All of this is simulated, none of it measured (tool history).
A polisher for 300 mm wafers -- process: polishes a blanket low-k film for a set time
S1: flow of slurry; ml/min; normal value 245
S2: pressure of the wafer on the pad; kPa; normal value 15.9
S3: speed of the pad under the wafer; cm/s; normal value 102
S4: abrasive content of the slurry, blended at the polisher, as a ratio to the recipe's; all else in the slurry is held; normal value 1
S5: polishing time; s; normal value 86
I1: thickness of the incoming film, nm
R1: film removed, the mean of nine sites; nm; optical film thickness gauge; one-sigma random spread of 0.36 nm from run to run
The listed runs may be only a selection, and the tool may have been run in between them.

{"run": 1, "hour": 0.0, "S1": 245, "S2": 17.2, "S3": 110, "S4": 1, "S5": 86, "I1": 636.8, "R1": 55.3}
{"run": 2, "hour": 56.9, "S1": 305, "S2": 15.9, "S3": 114, "S4": 1, "S5": 86, "I1": 646.7, "R1": 53.5}
{"hour": 74.0, "done": "conditioning disc replaced and pad reconditioned"}
{"hour": 123.6, "done": "slurry blender recalibrated"}
{"hour": 136.3, "done": "head pressure recalibrated"}
{"run": 3, "hour": 223.2, "S1": 305, "S2": 15.9, "S3": 114, "S4": 1, "S5": 86, "I1": 640, "R1": 50.5}
{"run": 4, "hour": 291.8, "S1": 245, "S2": 15.9, "S3": 102, "S4": 1, "S5": 86, "I1": 649.6, "R1": 42.7}
{"hour": 301.1, "done": "slurry nozzle cleaned"}
{"hour": 327.4, "done": "worn pad replaced by a new one"}
{"run": 5, "hour": 361.9, "S1": 245, "S2": 14.5, "S3": 82, "S4": 1, "S5": 86, "I1": 653.8, "R1": 38.6}
{"run": 6, "hour": 414.5, "S1": 245, "S2": 14.5, "S3": 82, "S4": 1, "S5": 86, "I1": 641.7, "R1": 37.5}
{"hour": 456.0, "done": "slurry blender recalibrated"}
{"hour": 464.4, "done": "conditioning disc replaced and pad reconditioned"}
{"run": 7, "hour": 469.3, "S1": 245, "S2": 14.5, "S3": 82, "S4": 1, "S5": 86, "I1": 644.4, "R1": 36.8}
{"run": 8, "hour": 532.8, "S1": 220, "S2": 15.9, "S3": 102, "S4": 1, "S5": 86, "I1": 656.7, "R1": 44.7}
{"run": 9, "hour": 601.3, "S1": 165, "S2": 15.9, "S3": 116, "S4": 1, "S5": 86, "I1": 653.7, "R1": 44.4}
{"run": 10, "hour": 631.2, "S1": 245, "S2": 15.9, "S3": 112, "S4": 1, "S5": 86, "I1": 655.7, "R1": 46.3}
{"hour": 650.2, "done": "slurry nozzle cleaned"}
{"run": 11, "hour": 689.3, "S1": 245, "S2": 17.9, "S3": 102, "S4": 1, "S5": 86, "I1": 653.7, "R1": 48.6}
{"hour": 725.6, "done": "worn pad replaced by a new one"}
{"run": 12, "hour": 726.7, "S1": 165, "S2": 15.9, "S3": 116, "S4": 1, "S5": 86, "I1": 655.2, "R1": 51.5}
{"hour": 740.1, "done": "head pressure recalibrated"}
{"hour": 757.4, "done": "slurry blender recalibrated"}
{"run": 13, "hour": 777.8, "S1": 245, "S2": 15.9, "S3": 102, "S4": 1, "S5": 86, "I1": 652.2, "R1": 48.5}
{"hour": 788.5, "done": "conditioning disc replaced and pad reconditioned"}
{"run": 14, "hour": 804.4, "S1": 245, "S2": 15.9, "S3": 102, "S4": 1, "S5": 86, "I1": 657.1, "R1": 48.3}
{"run": 15, "hour": 837.0, "S1": 245, "S2": 15.9, "S3": 118, "S4": 1, "S5": 86, "I1": 651.2, "R1": 53.5}
{"run": 16, "hour": 875.3, "S1": 195, "S2": 15.9, "S3": 102, "S4": 1, "S5": 73, "I1": 654, "R1": 37.9}
{"run": 17, "hour": 927.3, "S1": 270, "S2": 15.9, "S3": 92, "S4": 1, "S5": 105, "I1": 661.2, "R1": 52.1}
{"run": 18, "hour": 989.5, "S1": 245, "S2": 15.9, "S3": 102, "S4": 1, "S5": 86, "I1": 647.1, "R1": 43.7}
{"hour": 1042.9, "done": "slurry nozzle cleaned"}
{"run": 19, "hour": 1048.8, "S1": 215, "S2": 15.9, "S3": 102, "S4": 1, "S5": 113, "I1": 648.8, "R1": 59.8}
{"run": 20, "hour": 1080.9, "S1": 245, "S2": 21.4, "S3": 102, "S4": 1, "S5": 86, "I1": 635.6, "R1": 56.3}
{"hour": 1095.7, "done": "worn pad replaced by a new one"}
{"hour": 1123.0, "done": "slurry blender recalibrated"}
{"run": 21, "hour": 1140.0, "S1": 180, "S2": 15.9, "S3": 102, "S4": 1, "S5": 77, "I1": 644, "R1": 41}
{"hour": 1152.1, "done": "conditioning disc replaced and pad reconditioned"}
{"run": 22, "hour": 1177.9, "S1": 215, "S2": 15.9, "S3": 102, "S4": 1, "S5": 78, "I1": 662.3, "R1": 42.1}
{"run": 23, "hour": 1210.1, "S1": 245, "S2": 11, "S3": 102, "S4": 1.1, "S5": 86, "I1": 637.2, "R1": 39.4}
{"run": 24, "hour": 1237.1, "S1": 185, "S2": 14.5, "S3": 102, "S4": 0.75, "S5": 103, "I1": 647.9, "R1": 43.5}

Exercise: give the hidden state of the tool at every run:
deviation of the head's pressure from its setpoint, %: 0 at every run
abrasive missing from the slurry, %: 0 at every run
time polished since the conditioner stopped cutting, s: 0 at every run
H1: removal rate lost through wear of the pad, %
H2: slurry flow missing at the pad, %
run=1 H1=1.27 H2=10.5
run=2 H1=2.53 H2=16.5
run=3 H1=6.19 H2=33.8
run=4 H1=7.7 H2=41
run=5 H1=2.88 H2=7.66
run=6 H1=4.04 H2=13.1
run=7 H1=5.24 H2=18.9
run=8 H1=6.64 H2=25.5
run=9 H1=8.15 H2=32.6
run=10 H1=8.8 H2=35.8
run=11 H1=10.1 H2=6.67
run=12 H1=0.659 H2=10.6
run=13 H1=1.78 H2=15.9
run=14 H1=2.37 H2=18.7
run=15 H1=3.09 H2=22.1
run=16 H1=3.93 H2=26.1
run=17 H1=5.07 H2=31.5
run=18 H1=6.44 H2=38
run=19 H1=7.75 H2=6.77
run=20 H1=8.45 H2=10.1
run=21 H1=1.63 H2=16.3
run=22 H1=2.47 H2=20.2
run=23 H1=3.17 H2=23.6
run=24 H1=3.77 H2=26.4
